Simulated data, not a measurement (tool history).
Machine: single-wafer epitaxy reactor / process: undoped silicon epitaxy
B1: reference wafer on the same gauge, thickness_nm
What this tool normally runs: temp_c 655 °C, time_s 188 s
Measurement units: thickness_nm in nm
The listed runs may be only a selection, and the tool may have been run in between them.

{"run": 1, "hour": 0.0, "temp_c": 655, "time_s": 162, "B1": 38.624, "thickness_nm": 31.173}
{"run": 2, "hour": 33.5, "temp_c": 655, "time_s": 162, "B1": 38.58, "thickness_nm": 30.963}
{"run": 3, "hour": 67.3, "temp_c": 651, "time_s": 188, "B1": 38.576, "thickness_nm": 33.509}
{"run": 4, "hour": 96.5, "temp_c": 651, "time_s": 188, "B1": 38.573, "thickness_nm": 33.258}
{"run": 5, "hour": 125.6, "temp_c": 655, "time_s": 188, "B1": 38.62, "thickness_nm": 36.217}
{"run": 6, "hour": 149.6, "temp_c": 655, "time_s": 188, "B1": 38.622, "thickness_nm": 36.025}
{"run": 7, "hour": 184.5, "temp_c": 655, "time_s": 188, "B1": 38.588, "thickness_nm": 36.116}
{"run": 8, "hour": 208.2, "temp_c": 655, "time_s": 175, "B1": 38.573, "thickness_nm": 33.835}
{"run": 9, "hour": 230.6, "temp_c": 655, "time_s": 188, "B1": 38.563, "thickness_nm": 36.231}
{"run": 10, "hour": 263.7, "temp_c": 655, "time_s": 188, "B1": 38.568, "thickness_nm": 36.42}
{"run": 11, "hour": 285.4, "temp_c": 655, "time_s": 188, "B1": 38.555, "thickness_nm": 36.516}
{"run": 12, "hour": 313.5, "temp_c": 655, "time_s": 188, "B1": 38.653, "thickness_nm": 36.272}
{"run": 13, "hour": 325.9, "temp_c": 655, "time_s": 188, "B1": 38.628, "thickness_nm": 36.46}
{"run": 14, "hour": 338.2, "temp_c": 655, "time_s": 188, "B1": 38.565, "thickness_nm": 36.415}
{"run": 15, "hour": 355.9, "temp_c": 655, "time_s": 163, "B1": 38.612, "thickness_nm": 31.446}
{"run": 16, "hour": 389.3, "temp_c": 655, "time_s": 188, "B1": 38.618, "thickness_nm": 36.345}
{"run": 17, "hour": 406.6, "temp_c": 655, "time_s": 188, "B1": 38.578, "thickness_nm": 36.371}
{"run": 18, "hour": 424.9, "temp_c": 655, "time_s": 188, "B1": 38.568, "thickness_nm": 36.123}
{"run": 19, "hour": 445.5, "temp_c": 655, "time_s": 188, "B1": 38.588, "thickness_nm": 36.333}
{"run": 20, "hour": 467.9, "temp_c": 655, "time_s": 188, "B1": 38.587, "thickness_nm": 36.162}
{"run": 21, "hour": 491.3, "temp_c": 655, "time_s": 204, "B1": 38.546, "thickness_nm": 39.913}
{"run": 22, "hour": 521.7, "temp_c": 655, "time_s": 188, "B1": 38.637, "thickness_nm": 36.212}
{"run": 23, "hour": 625.2, "temp_c": 655, "time_s": 188, "B1": 38.66, "thickness_nm": 36.873}
{"hour": 651.4, "done": "pyrometer calibrated"}
{"run": 24, "hour": 651.9, "temp_c": 655, "time_s": 224, "B1": 38.591, "thickness_nm": 42.624}
{"run": 25, "hour": 670.7, "temp_c": 665, "time_s": 218, "B1": 38.629, "thickness_nm": 49.881}
{"run": 26, "hour": 685.5, "temp_c": 666, "time_s": 215, "B1": 38.607, "thickness_nm": 50.41}
{"run": 27, "hour": 707.3, "temp_c": 655, "time_s": 152, "B1": 38.6, "thickness_nm": 29.133}
{"hour": 731.9, "done": "gauge calibrated"}
{"run": 28, "hour": 736.4, "temp_c": 644, "time_s": 174, "B1": 38.571, "thickness_nm": 26.869}
{"run": 29, "hour": 762.6, "temp_c": 649, "time_s": 163, "B1": 38.584, "thickness_nm": 27.689}
{"run": 30, "hour": 795.7, "temp_c": 646, "time_s": 154, "B1": 38.598, "thickness_nm": 24.687}
{"run": 31, "hour": 823.2, "temp_c": 655, "time_s": 177, "B1": 38.554, "thickness_nm": 33.836}
{"run": 32, "hour": 886.6, "temp_c": 644, "time_s": 172, "B1": 38.599, "thickness_nm": 26.199}
{"run": 33, "hour": 912.0, "temp_c": 666, "time_s": 215, "B1": 38.592, "thickness_nm": 50.087}
{"run": 34, "hour": 945.9, "temp_c": 669, "time_s": 167, "B1": 38.6, "thickness_nm": 41.438}
{"run": 35, "hour": 976.8, "temp_c": 655, "time_s": 188, "B1": 38.61, "thickness_nm": 36.009}
{"run": 36, "hour": 1062.0, "temp_c": 649, "time_s": 171, "B1": 38.596, "thickness_nm": 29.131}
{"run": 37, "hour": 1095.9, "temp_c": 641, "time_s": 175, "B1": 38.629, "thickness_nm": 25.738}
{"run": 38, "hour": 1127.4, "temp_c": 655, "time_s": 168, "B1": 38.606, "thickness_nm": 32.047}
{"run": 39, "hour": 1143.1, "temp_c": 645, "time_s": 174, "B1": 38.625, "thickness_nm": 27.412}
{"run": 40, "hour": 1174.2, "temp_c": 655, "time_s": 218, "B1": 38.531, "thickness_nm": 41.51}
{"run": 41, "hour": 1201.8, "temp_c": 655, "time_s": 219, "B1": 38.623, "thickness_nm": 41.641}

Table of differences, measured result less the result of that run with no hidden state. Run-to-run variation is the same in both. Gauge scatter possibly is not:
The hidden state here: wafer temperature above the value expected at the setpoint (K); gauge reads high (%).
run=1 thickness_nm=+0.262
run=2 thickness_nm=+0.281
run=3 thickness_nm=+0.331
run=4 thickness_nm=+0.351
run=5 thickness_nm=+0.405
run=6 thickness_nm=+0.424
run=7 thickness_nm=+0.457
run=8 thickness_nm=+0.45
run=9 thickness_nm=+0.504
run=10 thickness_nm=+0.542
run=11 thickness_nm=+0.567
run=12 thickness_nm=+0.595
run=13 thickness_nm=+0.612
run=14 thickness_nm=+0.625
run=15 thickness_nm=+0.559
run=16 thickness_nm=+0.686
run=17 thickness_nm=+0.707
run=18 thickness_nm=+0.726
run=19 thickness_nm=+0.756
run=20 thickness_nm=+0.782
run=21 thickness_nm=+0.899
run=22 thickness_nm=+0.856
run=23 thickness_nm=+1.027
run=24 thickness_nm=-0.056
run=25 thickness_nm=-0.064
run=26 thickness_nm=-0.064
run=27 thickness_nm=-0.037
run=28 thickness_nm=-0.032
run=29 thickness_nm=-0.03
run=30 thickness_nm=-0.024
run=31 thickness_nm=-0.026
run=32 thickness_nm=-0.008
run=33 thickness_nm=-0.002
run=34 thickness_nm=+0.013
run=35 thickness_nm=+0.024
run=36 thickness_nm=+0.055
run=37 thickness_nm=+0.064
run=38 thickness_nm=+0.094
run=39 thickness_nm=+0.09
run=40 thickness_nm=+0.158
run=41 thickness_nm=+0.182
